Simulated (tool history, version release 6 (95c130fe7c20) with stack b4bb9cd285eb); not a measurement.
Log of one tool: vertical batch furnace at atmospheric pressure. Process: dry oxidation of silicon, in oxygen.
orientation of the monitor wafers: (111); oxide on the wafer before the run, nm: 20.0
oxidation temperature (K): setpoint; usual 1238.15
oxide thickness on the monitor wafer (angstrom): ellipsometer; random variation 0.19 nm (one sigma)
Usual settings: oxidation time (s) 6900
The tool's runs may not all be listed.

| run | hour | oxidation temperature (K) | oxidation time (s) | wafers since the last listed run | hours since the last temperature calibration | hours since the boat lift was adjusted | hours since the gauge calibration | read-back reference wafer on the same gauge, thickness | oxide thickness on the monitor wafer (angstrom) |
|---|---|---|---|---|---|---|---|---|---|
| 1 | 0 | 1250.15 | 8310 | 0 | 2831.7 | 3381.5 | 613.3 | 83.04 | 1003.3 |
| 2 | 32.6 | 1250.15 | 8310 | 401 | 2864.3 | 3414.1 | 645.9 | 83.04 | 1002.9 |
| 3 | 64.8 | 1238.15 | 6000 | 396 | 2896.5 | 3446.3 | 678.1 | 83.02 | 769.3 |
| 4 | 99.9 | 1238.15 | 6000 | 432 | 2931.6 | 3481.4 | 713.2 | 83.04 | 767.9 |
| 5 | 127.2 | 1238.15 | 6000 | 336 | 2958.9 | 3508.7 | 740.5 | 83.02 | 771.9 |
| 6 | 158.9 | 1238.15 | 6900 | 390 | 2990.6 | 3540.4 | 772.2 | 82.99 | 836.3 |
| 7 | 177.9 | 1238.15 | 6900 | 233 | 3009.6 | 3559.4 | 791.2 | 83.04 | 837.4 |
| 8 | 190.7 | 1238.15 | 6900 | 157 | 3022.4 | 3572.2 | 804 | 83 | 837.3 |
| 9 | 211.4 | 1248.15 | 6900 | 254 | 3043.1 | 3592.9 | 824.7 | 83 | 887.6 |
| 10 | 245.7 | 1248.15 | 6900 | 422 | 3077.4 | 3627.2 | 859 | 83 | 887.7 |
|  | 271.4 | boat lift adjusted |
| 11 | 281.2 | 1238.15 | 6900 | 141 | 3112.9 | 9.8 | 894.5 | 82.95 | 831.1 |
| 12 | 302.5 | 1227.15 | 5370 | 262 | 3134.2 | 31.1 | 915.8 | 83.01 | 671.5 |
| 13 | 322.8 | 1223.15 | 5160 | 250 | 3154.5 | 51.4 | 936.1 | 82.97 | 637.8 |
| 14 | 357.2 | 1259.15 | 5370 | 423 | 3188.9 | 85.8 | 970.5 | 82.97 | 825.4 |
| 15 | 387.3 | 1238.15 | 6000 | 370 | 3219 | 115.9 | 1000.6 | 83 | 768.1 |
| 16 | 414 | 1238.15 | 6900 | 328 | 3245.7 | 142.6 | 1027.3 | 82.97 | 832.5 |

The next listed run, before its measurement:
|  | 439.1 | gauge calibrated |
| 17 | 442.9 | 1221.15 | 5340 | 355 | 3274.6 | 171.5 | 3.8 | ? | ? |

Run 17 gave read-back reference wafer on the same gauge, thickness 82.98, oxide thickness on the monitor wafer (angstrom) 644.
Without the tool's hidden state the same run would have given oxide thickness on the monitor wafer (angstrom) 644.

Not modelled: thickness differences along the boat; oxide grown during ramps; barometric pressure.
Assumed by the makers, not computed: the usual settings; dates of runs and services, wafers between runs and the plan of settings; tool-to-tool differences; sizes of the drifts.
